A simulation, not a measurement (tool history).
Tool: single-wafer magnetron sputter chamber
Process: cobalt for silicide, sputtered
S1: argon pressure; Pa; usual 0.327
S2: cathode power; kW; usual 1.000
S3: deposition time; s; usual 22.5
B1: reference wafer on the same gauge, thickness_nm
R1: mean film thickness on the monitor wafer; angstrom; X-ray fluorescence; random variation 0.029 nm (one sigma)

{"run": 1, "hour": 0.0, "S1": 0.402, "S2": 1.0, "S3": 22.5, "B1": 10.308, "R1": 111.51}
{"hour": 24.7, "done": "sputter target and shields replaced"}
{"run": 2, "hour": 25.2, "S1": 0.41, "S2": 1.0, "S3": 22.5, "B1": 10.298, "R1": 113.01}
{"run": 3, "hour": 44.2, "S1": 0.236, "S2": 1.0, "S3": 22.5, "B1": 10.31, "R1": 118.95}
{"run": 4, "hour": 151.7, "S1": 0.236, "S2": 1.0, "S3": 22.5, "B1": 10.299, "R1": 118.17}
{"run": 5, "hour": 179.1, "S1": 0.236, "S2": 1.0, "S3": 22.5, "B1": 10.301, "R1": 118.15}
{"run": 6, "hour": 211.9, "S1": 0.327, "S2": 1.0, "S3": 25.3, "B1": 10.304, "R1": 129.34}
{"run": 7, "hour": 239.5, "S1": 0.327, "S2": 1.0, "S3": 25.3, "B1": 10.308, "R1": 129.62}
{"hour": 256.2, "done": "sputter target and shields replaced"}
{"run": 8, "hour": 264.8, "S1": 0.327, "S2": 0.8, "S3": 22.5, "B1": 10.299, "R1": 95.36}
{"run": 9, "hour": 292.7, "S1": 0.327, "S2": 0.8, "S3": 22.5, "B1": 10.303, "R1": 95.34}
{"run": 10, "hour": 317.9, "S1": 0.327, "S2": 0.95, "S3": 22.5, "B1": 10.301, "R1": 110.76}
{"run": 11, "hour": 342.6, "S1": 0.327, "S2": 0.95, "S3": 22.5, "B1": 10.309, "R1": 111.1}
{"run": 12, "hour": 369.7, "S1": 0.327, "S2": 1.0, "S3": 22.5, "B1": 10.305, "R1": 115.9}
{"hour": 422.8, "done": "capacitance manometer re-zeroed and calibrated"}
{"run": 13, "hour": 459.7, "S1": 0.327, "S2": 1.0, "S3": 22.5, "B1": 10.31, "R1": 113.49}
{"hour": 497.1, "done": "sputter target and shields replaced"}
{"run": 14, "hour": 539.9, "S1": 0.405, "S2": 1.1, "S3": 24.0, "B1": 10.304, "R1": 129.23}
{"run": 15, "hour": 555.1, "S1": 0.327, "S2": 1.0, "S3": 20.4, "B1": 10.292, "R1": 103.57}
{"run": 16, "hour": 569.5, "S1": 0.287, "S2": 0.85, "S3": 22.5, "B1": 10.296, "R1": 99.28}
{"run": 17, "hour": 596.8, "S1": 0.327, "S2": 1.0, "S3": 22.5, "B1": 10.302, "R1": 113.81}
{"run": 18, "hour": 613.1, "S1": 0.327, "S2": 1.0, "S3": 22.5, "B1": 10.306, "R1": 113.59}
{"run": 19, "hour": 638.2, "S1": 0.409, "S2": 0.8, "S3": 22.5, "B1": 10.317, "R1": 90.26}
{"run": 20, "hour": 669.2, "S1": 0.327, "S2": 1.0, "S3": 22.5, "B1": 10.314, "R1": 113.57}
{"hour": 696.8, "done": "magnet pack replaced"}
{"run": 21, "hour": 697.3, "S1": 0.327, "S2": 1.2, "S3": 24.9, "B1": 10.29, "R1": 148.09}
{"hour": 705.5, "done": "gauge calibrated"}
{"run": 22, "hour": 721.8, "S1": 0.327, "S2": 1.0, "S3": 22.5, "B1": 10.299, "R1": 113.39}
{"hour": 746.2, "done": "sputter target and shields replaced"}
{"run": 23, "hour": 746.7, "S1": 0.206, "S2": 0.75, "S3": 26.2, "B1": 10.303, "R1": 107.05}
{"run": 24, "hour": 757.4, "S1": 0.327, "S2": 1.0, "S3": 18.8, "B1": 10.307, "R1": 95.55}
{"run": 25, "hour": 784.2, "S1": 0.327, "S2": 1.2, "S3": 22.5, "B1": 10.291, "R1": 134.84}
{"run": 26, "hour": 799.8, "S1": 0.327, "S2": 1.1, "S3": 22.5, "B1": 10.309, "R1": 124.51}
{"run": 27, "hour": 816.2, "S1": 0.278, "S2": 1.0, "S3": 25.7, "B1": 10.302, "R1": 132.74}
{"run": 28, "hour": 847.2, "S1": 0.327, "S2": 1.0, "S3": 22.5, "B1": 10.305, "R1": 113.88}
{"run": 29, "hour": 867.6, "S1": 0.409, "S2": 0.85, "S3": 25.2, "B1": 10.283, "R1": 107.12}
{"run": 30, "hour": 892.2, "S1": 0.327, "S2": 1.0, "S3": 26.9, "B1": 10.303, "R1": 135.7}
{"run": 31, "hour": 910.2, "S1": 0.327, "S2": 1.0, "S3": 22.5, "B1": 10.306, "R1": 114.45}
{"run": 32, "hour": 942.0, "S1": 0.327, "S2": 0.9, "S3": 22.5, "B1": 10.289, "R1": 103.42}
{"run": 33, "hour": 954.0, "S1": 0.409, "S2": 0.8, "S3": 22.5, "B1": 10.297, "R1": 90.34}
{"run": 34, "hour": 974.4, "S1": 0.422, "S2": 1.0, "S3": 22.5, "B1": 10.296, "R1": 109.59}

What the log doesn't show, run by run:
gauge reads high (%): 0 in every run
H1: deposition rate above that of a new target (%)
H2: true argon pressure above the setpoint (%)
run=1 H1=-1.35 H2=-11.4
run=2 H1=-0.185 H2=-11.8
run=3 H1=-0.193 H2=-12.1
run=4 H1=-0.515 H2=-14.1
run=5 H1=-0.673 H2=-14.6
run=6 H1=-0.902 H2=-15.2
run=7 H1=-1.13 H2=-15.8
run=8 H1=-0.0732 H2=-16.3
run=9 H1=-0.099 H2=-16.8
run=10 H1=-0.15 H2=-17.4
run=11 H1=-0.224 H2=-17.9
run=12 H1=-0.335 H2=-18.5
run=13 H1=-0.919 H2=-0.191
run=14 H1=-0.163 H2=-0.276
run=15 H1=-0.195 H2=-0.302
run=16 H1=-0.233 H2=-0.329
run=17 H1=-0.329 H2=-0.39
run=18 H1=-0.401 H2=-0.431
run=19 H1=-0.533 H2=-0.501
run=20 H1=-0.732 H2=-0.599
run=21 H1=-0.946 H2=-0.7
run=22 H1=-1.16 H2=-0.797
run=23 H1=-0.0378 H2=-0.904
run=24 H1=-0.0403 H2=-0.953
run=25 H1=-0.0673 H2=-1.08
run=26 H1=-0.0965 H2=-1.16
run=27 H1=-0.138 H2=-1.25
run=28 H1=-0.246 H2=-1.42
run=29 H1=-0.339 H2=-1.54
run=30 H1=-0.474 H2=-1.7
run=31 H1=-0.588 H2=-1.82
run=32 H1=-0.822 H2=-2.04
run=33 H1=-0.921 H2=-2.13
run=34 H1=-1.1 H2=-2.28
